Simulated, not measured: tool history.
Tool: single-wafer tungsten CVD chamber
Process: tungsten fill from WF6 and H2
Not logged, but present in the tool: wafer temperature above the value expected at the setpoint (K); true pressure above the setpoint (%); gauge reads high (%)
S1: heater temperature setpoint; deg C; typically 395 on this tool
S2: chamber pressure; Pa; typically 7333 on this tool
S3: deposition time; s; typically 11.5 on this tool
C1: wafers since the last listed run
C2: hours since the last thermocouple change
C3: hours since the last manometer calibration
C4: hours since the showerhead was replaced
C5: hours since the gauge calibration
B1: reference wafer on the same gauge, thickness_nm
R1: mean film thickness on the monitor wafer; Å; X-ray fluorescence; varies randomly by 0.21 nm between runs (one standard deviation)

run	day	S1	S2	S3	C1	C2	C3	C4	C5	B1	R1
1	0.000	399	5866	11.5	0	2239.4	1922.1	3361.4	234.5	32.813	432.58
2	0.583	395	7333	9.9	413	2253.4	1936.1	3375.4	248.5	32.812	380.50
3	0.892	395	7333	9.9	218	2260.8	1943.5	3382.8	255.9	32.823	383.23
4	1.175	395	7333	9.9	200	2267.6	1950.3	3389.6	262.7	32.822	384.79
# day 1.958: capacitance manometer re-zeroed and calibrated
5	1.979	395	7333	11.5	333	2286.9	0.5	3408.9	282.0	32.818	444.34
6	1.992	395	7333	11.5	8	2287.2	0.8	3409.2	282.3	32.750	443.10
7	2.479	395	6013	11.5	345	2298.9	12.5	3420.9	294.0	32.808	407.38
8	3.108	395	7333	10.1	445	2314.0	27.6	3436.0	309.1	32.830	395.59
9	3.725	395	7333	10.1	437	2328.8	42.4	3450.8	323.9	32.779	388.91
10	4.312	395	7333	10.1	416	2342.9	56.5	3464.9	338.0	32.831	391.15
11	4.679	395	8506	11.5	259	2351.7	65.3	3473.7	346.8	32.719	471.22
# day 5.225: showerhead replaced, of another model than before
12	5.312	395	8506	11.5	212	2366.9	80.5	2.1	362.0	32.764	471.13
13	5.904	384	7333	11.5	419	2381.1	94.7	16.3	376.2	32.800	350.10
14	6.425	395	8506	11.5	369	2393.6	107.2	28.8	388.7	32.816	466.59
# day 7.083: thermocouple changed; heater temperature recalibrated
15	7.104	383	7333	10.1	245	0.5	123.5	45.1	405.0	32.777	266.35
16	7.396	390	6079	10.0	206	7.5	130.5	52.1	412.0	32.858	284.32
17	8.038	395	7333	11.5	454	22.9	145.9	67.5	427.4	32.847	392.79
18	8.575	395	7333	11.5	380	35.8	158.8	80.4	440.3	32.721	389.99
19	9.654	389	8319	11.5	764	61.7	184.7	106.3	466.2	32.751	363.23
# day 9.775: gauge calibrated
20	10.838	400	7333	11.5	838	90.1	213.1	134.7	25.5	32.756	440.89
21	11.371	395	7333	10.0	378	102.9	225.9	147.5	38.3	32.813	343.67
22	11.688	395	8199	10.3	224	110.5	233.5	155.1	45.9	32.842	372.69
23	12.100	404	7333	9.4	292	120.4	243.4	165.0	55.8	32.877	391.77
24	12.567	404	6093	9.5	330	131.6	254.6	176.2	67.0	32.761	371.16
25	13.012	408	7333	13.2	315	142.3	265.3	186.9	77.7	32.762	593.55
26	13.729	407	7333	13.1	507	159.5	282.5	204.1	94.9	32.765	586.33
27	14.400	395	6506	11.5	475	175.6	298.6	220.2	111.0	32.844	382.84
28	14.654	407	7333	11.5	180	181.7	304.7	226.3	117.1	32.851	516.75
29	14.975	409	7959	11.5	227	189.4	312.4	234.0	124.8	32.782	546.56
30	15.512	395	7333	11.5	380	202.3	325.3	246.9	137.7	32.831	401.26
31	15.942	382	7333	11.5	304	212.6	335.6	257.2	148.0	32.761	301.87
32	16.338	395	7333	11.5	280	222.1	345.1	266.7	157.5	32.807	405.19
33	16.612	384	8719	11.5	194	228.7	351.7	273.3	164.1	32.844	338.64
34	17.329	405	6479	11.5	507	245.9	368.9	290.5	181.3	32.820	474.38

State the hidden condition of the tool at each of the runs:
true pressure above the setpoint (%): 0 at every run
gauge reads high (%): 0 at every run
H1: wafer temperature above the value expected at the setpoint (K)
run	H1
1	5.35
2	5.36
3	5.36
4	5.37
5	5.38
6	5.38
7	5.38
8	5.39
9	5.4
10	5.4
11	5.41
12	5.42
13	5.42
14	5.43
15	-0.466
16	-0.419
17	-0.317
18	-0.233
19	-0.0675
20	0.108
21	0.186
22	0.231
23	0.289
24	0.355
25	0.417
26	0.514
27	0.604
28	0.638
29	0.68
30	0.75
31	0.805
32	0.855
33	0.889
34	0.978
